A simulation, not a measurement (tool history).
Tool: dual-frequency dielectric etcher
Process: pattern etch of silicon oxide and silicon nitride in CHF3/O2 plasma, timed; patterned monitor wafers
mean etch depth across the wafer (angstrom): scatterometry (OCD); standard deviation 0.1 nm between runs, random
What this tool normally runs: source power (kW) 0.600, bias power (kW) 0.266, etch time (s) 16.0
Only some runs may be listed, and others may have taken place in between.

| run | hour | source power (kW) | bias power (kW) | etch time (s) | wafers since the last listed run | hours since the last wet clean | hours since the last source power generator calibration | hours since the last bias power generator calibration | hours since the last upper electrode change | hours since the gauge calibration | read-back reference wafer on the same gauge, depth_nm | mean etch depth across the wafer (angstrom) |
|---|---|---|---|---|---|---|---|---|---|---|---|---|
| 1 | 0.0 | 0.600 | 0.266 | 16.0 | 0 | 451.0 | 1790.4 | 0.5 | 3933.9 | 1696.1 | 26.10 | 298.4 |
| 2 | 24.8 | 0.600 | 0.266 | 16.0 | 364 | 475.8 | 1815.2 | 25.3 | 3958.7 | 1720.9 | 26.12 | 297.4 |
| 3 | 79.3 | 0.690 | 0.231 | 16.0 | 801 | 530.3 | 1869.7 | 79.8 | 4013.2 | 1775.4 | 26.07 | 304.7 |
|  | 172.0 | wet clean of the chamber |
| 4 | 172.5 | 0.690 | 0.231 | 16.0 | 1018 | 0.5 | 1962.9 | 173.0 | 4106.4 | 1868.6 | 26.12 | 300.0 |
| 5 | 212.9 | 0.600 | 0.266 | 16.0 | 594 | 40.9 | 2003.3 | 213.4 | 4146.8 | 1909.0 | 26.15 | 293.3 |
| 6 | 240.3 | 0.600 | 0.266 | 16.0 | 403 | 68.3 | 2030.7 | 240.8 | 4174.2 | 1936.4 | 26.10 | 294.8 |
| 7 | 276.4 | 0.600 | 0.266 | 16.0 | 531 | 104.4 | 2066.8 | 276.9 | 4210.3 | 1972.5 | 26.09 | 293.9 |
| 8 | 342.5 | 0.600 | 0.266 | 16.0 | 972 | 170.5 | 2132.9 | 343.0 | 4276.4 | 2038.6 | 26.11 | 294.9 |
| 9 | 376.2 | 0.510 | 0.249 | 11.0 | 495 | 204.2 | 2166.6 | 376.7 | 4310.1 | 2072.3 | 26.07 | 178.4 |
| 10 | 430.5 | 0.600 | 0.266 | 12.5 | 798 | 258.5 | 2220.9 | 431.0 | 4364.4 | 2126.6 | 26.09 | 230.1 |
|  | 446.1 | gauge calibrated |
|  | 486.5 | source power generator calibrated |
| 11 | 492.6 | 0.600 | 0.266 | 16.0 | 854 | 320.6 | 6.1 | 493.1 | 4426.5 | 46.5 | 26.08 | 296.1 |
| 12 | 524.4 | 0.540 | 0.266 | 17.5 | 467 | 352.4 | 37.9 | 524.9 | 4458.3 | 78.3 | 26.09 | 303.0 |
| 13 | 559.2 | 0.600 | 0.300 | 16.0 | 512 | 387.2 | 72.7 | 559.7 | 4493.1 | 113.1 | 26.09 | 311.7 |
| 14 | 618.2 | 0.600 | 0.266 | 16.0 | 868 | 446.2 | 131.7 | 618.7 | 4552.1 | 172.1 | 26.09 | 295.7 |
| 15 | 653.7 | 0.660 | 0.227 | 19.0 | 522 | 481.7 | 167.2 | 654.2 | 4587.6 | 207.6 | 26.09 | 351.0 |
| 16 | 697.6 | 0.600 | 0.266 | 16.0 | 645 | 525.6 | 211.1 | 698.1 | 4631.5 | 251.5 | 26.12 | 297.1 |
|  | 750.4 | wet clean of the chamber |
|  | 758.9 | upper electrode replaced, of another model than before |
| 17 | 759.4 | 0.470 | 0.201 | 16.0 | 431 | 9.0 | 272.9 | 759.9 | 0.5 | 313.3 | 26.11 | 244.2 |
| 18 | 800.7 | 0.600 | 0.266 | 16.0 | 607 | 50.3 | 314.2 | 801.2 | 41.8 | 354.6 | 26.10 | 293.0 |
| 19 | 868.6 | 0.600 | 0.300 | 16.0 | 999 | 118.2 | 382.1 | 869.1 | 109.7 | 422.5 | 26.08 | 303.7 |
| 20 | 932.2 | 0.700 | 0.266 | 19.5 | 935 | 181.8 | 445.7 | 932.7 | 173.3 | 486.1 | 26.09 | 385.3 |
| 21 | 961.0 | 0.660 | 0.312 | 20.5 | 423 | 210.6 | 474.5 | 961.5 | 202.1 | 514.9 | 26.12 | 412.5 |
| 22 | 1025.7 | 0.600 | 0.266 | 16.0 | 952 | 275.3 | 539.2 | 1026.2 | 266.8 | 579.6 | 26.08 | 294.1 |
| 23 | 1058.9 | 0.680 | 0.297 | 14.5 | 488 | 308.5 | 572.4 | 1059.4 | 300.0 | 612.8 | 26.10 | 292.0 |
| 24 | 1103.3 | 0.600 | 0.266 | 16.0 | 653 | 352.9 | 616.8 | 1103.8 | 344.4 | 657.2 | 26.10 | 295.5 |
| 25 | 1160.2 | 0.520 | 0.266 | 16.0 | 837 | 409.8 | 673.7 | 1160.7 | 401.3 | 714.1 | 26.09 | 277.7 |
| 26 | 1184.3 | 0.710 | 0.309 | 16.0 | 354 | 433.9 | 697.8 | 1184.8 | 425.4 | 738.2 | 26.10 | 333.0 |
|  | 1277.6 | wet clean of the chamber |
| 27 | 1278.1 | 0.530 | 0.266 | 20.0 | 1027 | 0.5 | 791.6 | 1278.6 | 519.2 | 832.0 | 26.11 | 344.4 |
| 28 | 1304.4 | 0.600 | 0.266 | 16.0 | 386 | 26.8 | 817.9 | 1304.9 | 545.5 | 858.3 | 26.12 | 293.2 |

What if the next run were any one of these 5? Each begins from the tool's condition after run 28:
| A | 1304.8 | 0.600 | 0.302 | 16.0 | 5 | 27.2 | 818.3 | 1305.3 | 545.9 | 858.7 | ? | ? |
| B | 1304.8 | 0.650 | 0.324 | 12.0 | 5 | 27.2 | 818.3 | 1305.3 | 545.9 | 858.7 | ? | ? |
| C | 1304.8 | 0.600 | 0.222 | 12.5 | 5 | 27.2 | 818.3 | 1305.3 | 545.9 | 858.7 | ? | ? |
| D | 1304.8 | 0.670 | 0.237 | 12.0 | 5 | 27.2 | 818.3 | 1305.3 | 545.9 | 858.7 | ? | ? |
| E | 1304.8 | 0.540 | 0.266 | 16.0 | 5 | 27.2 | 818.3 | 1305.3 | 545.9 | 858.7 | ? | ? |

| run | read-back reference wafer on the same gauge, depth_nm | mean etch depth across the wafer (angstrom) |
|---|---|---|
| A | 26.11 | 303.0 |
| B | 26.11 | 240.3 |
| C | 26.11 | 220.0 |
| D | 26.11 | 225.8 |
| E | 26.11 | 279.1 |
With the hidden condition removed and each run's random variation left untouched, the same runs would have given:
| run | mean etch depth across the wafer (angstrom) |
|---|---|
| A | 302.5 |
| B | 239.8 |
| C | 219.6 |
| D | 225.4 |
| E | 278.6 |
